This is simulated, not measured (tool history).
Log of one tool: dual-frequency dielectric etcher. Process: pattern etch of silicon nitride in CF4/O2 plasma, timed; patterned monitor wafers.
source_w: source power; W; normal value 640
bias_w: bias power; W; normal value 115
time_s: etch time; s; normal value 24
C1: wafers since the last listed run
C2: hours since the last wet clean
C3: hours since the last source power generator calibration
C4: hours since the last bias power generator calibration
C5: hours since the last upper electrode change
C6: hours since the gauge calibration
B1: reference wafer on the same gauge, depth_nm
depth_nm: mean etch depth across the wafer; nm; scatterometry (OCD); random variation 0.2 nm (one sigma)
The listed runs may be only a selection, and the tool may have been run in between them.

run 1 hour=0 | source_w=540 bias_w=115 time_s=24 | C1=0 C2=325.9 C3=3043.3 C4=1908 C5=4341 C6=82.4 | B1=50.1 | depth_nm=45.4
run 2 hour=14.7 | source_w=640 bias_w=124 time_s=20.5 | C1=158 C2=340.6 C3=3058 C4=1922.7 C5=4355.7 C6=97.1 | B1=50.1 | depth_nm=44
run 3 hour=31.9 | source_w=640 bias_w=124 time_s=20.5 | C1=185 C2=357.8 C3=3075.2 C4=1939.9 C5=4372.9 C6=114.3 | B1=50.1 | depth_nm=44.3
run 4 hour=47 | source_w=640 bias_w=124 time_s=20.5 | C1=162 C2=372.9 C3=3090.3 C4=1955 C5=4388 C6=129.4 | B1=50.1 | depth_nm=44
run 5 hour=56.4 | source_w=640 bias_w=125 time_s=24 | C1=101 C2=382.3 C3=3099.7 C4=1964.4 C5=4397.4 C6=138.8 | B1=50.1 | depth_nm=52.1
-- hour=86.1 upper electrode replaced
-- hour=87.9 bias power generator calibrated
run 6 hour=88.4 | source_w=640 bias_w=125 time_s=24 | C1=67 C2=414.3 C3=3131.7 C4=0.5 C5=2.3 C6=170.8 | B1=50.1 | depth_nm=52.4
run 7 hour=88.7 | source_w=640 bias_w=125 time_s=24 | C1=3 C2=414.6 C3=3132 C4=0.8 C5=2.6 C6=171.1 | B1=50.1 | depth_nm=52.4
run 8 hour=89 | source_w=640 bias_w=96 time_s=24 | C1=3 C2=414.9 C3=3132.3 C4=1.1 C5=2.9 C6=171.4 | B1=50.1 | depth_nm=46.4
run 9 hour=94.4 | source_w=640 bias_w=96 time_s=24 | C1=58 C2=420.3 C3=3137.7 C4=6.5 C5=8.3 C6=176.8 | B1=50.1 | depth_nm=46.6
-- hour=123.1 gauge calibrated
-- hour=129.8 wet clean of the chamber
run 10 hour=130.3 | source_w=580 bias_w=115 time_s=28 | C1=128 C2=0.5 C3=3173.6 C4=42.4 C5=44.2 C6=7.2 | B1=50.2 | depth_nm=56.3
run 11 hour=130.6 | source_w=640 bias_w=105 time_s=24 | C1=3 C2=0.8 C3=3173.9 C4=42.7 C5=44.5 C6=7.5 | B1=50.1 | depth_nm=49.9
run 12 hour=137.2 | source_w=640 bias_w=137 time_s=24 | C1=71 C2=7.4 C3=3180.5 C4=49.3 C5=51.1 C6=14.1 | B1=50.2 | depth_nm=56.1
run 13 hour=150.2 | source_w=640 bias_w=115 time_s=24 | C1=139 C2=20.4 C3=3193.5 C4=62.3 C5=64.1 C6=27.1 | B1=50.1 | depth_nm=51.7
-- hour=174.5 source power generator calibrated
-- hour=182.4 wet clean of the chamber, repeated, since the last time left the tool worse
run 14 hour=182.9 | source_w=500 bias_w=88 time_s=30 | C1=224 C2=0.5 C3=8.4 C4=95 C5=96.8 C6=59.8 | B1=50.1 | depth_nm=46.6
run 15 hour=183.2 | source_w=580 bias_w=139 time_s=24 | C1=3 C2=0.8 C3=8.7 C4=95.3 C5=97.1 C6=60.1 | B1=50.1 | depth_nm=50
run 16 hour=183.5 | source_w=640 bias_w=115 time_s=24 | C1=3 C2=1.1 C3=9 C4=95.6 C5=97.4 C6=60.4 | B1=50.1 | depth_nm=48.7
run 17 hour=188.9 | source_w=580 bias_w=131 time_s=22 | C1=58 C2=6.5 C3=14.4 C4=101 C5=102.8 C6=65.8 | B1=50.1 | depth_nm=44.7
run 18 hour=202.5 | source_w=640 bias_w=115 time_s=24 | C1=146 C2=20.1 C3=28 C4=114.6 C5=116.4 C6=79.4 | B1=50.1 | depth_nm=48.8
run 19 hour=214.2 | source_w=510 bias_w=131 time_s=24 | C1=125 C2=31.8 C3=39.7 C4=126.3 C5=128.1 C6=91.1 | B1=50.1 | depth_nm=45.1
run 20 hour=224.8 | source_w=640 bias_w=115 time_s=24 | C1=114 C2=42.4 C3=50.3 C4=136.9 C5=138.7 C6=101.7 | B1=50.1 | depth_nm=48.7

Each row is a separate what-if for the run after 20, all from the same tool condition, not one after another. Results?
run A hour=225.2 | source_w=640 bias_w=115 time_s=24 | C1=4 C2=42.8 C3=50.7 C4=137.3 C5=139.1 C6=102.1 | B1=? | depth_nm=?
run B hour=225.2 | source_w=640 bias_w=92 time_s=26.5 | C1=4 C2=42.8 C3=50.7 C4=137.3 C5=139.1 C6=102.1 | B1=? | depth_nm=?
run C hour=225.2 | source_w=640 bias_w=115 time_s=21.5 | C1=4 C2=42.8 C3=50.7 C4=137.3 C5=139.1 C6=102.1 | B1=? | depth_nm=?
run D hour=225.2 | source_w=640 bias_w=140 time_s=27.5 | C1=4 C2=42.8 C3=50.7 C4=137.3 C5=139.1 C6=102.1 | B1=? | depth_nm=?

run=A B1=50.1 depth_nm=48.6
run=B B1=50.1 depth_nm=48.6
run=C B1=50.1 depth_nm=43.6
run=D B1=50.1 depth_nm=60.8
With no hidden state in the tool, these same runs would have given:
run=A depth_nm=48.5
run=B depth_nm=48.5
run=C depth_nm=43.5
run=D depth_nm=60.7

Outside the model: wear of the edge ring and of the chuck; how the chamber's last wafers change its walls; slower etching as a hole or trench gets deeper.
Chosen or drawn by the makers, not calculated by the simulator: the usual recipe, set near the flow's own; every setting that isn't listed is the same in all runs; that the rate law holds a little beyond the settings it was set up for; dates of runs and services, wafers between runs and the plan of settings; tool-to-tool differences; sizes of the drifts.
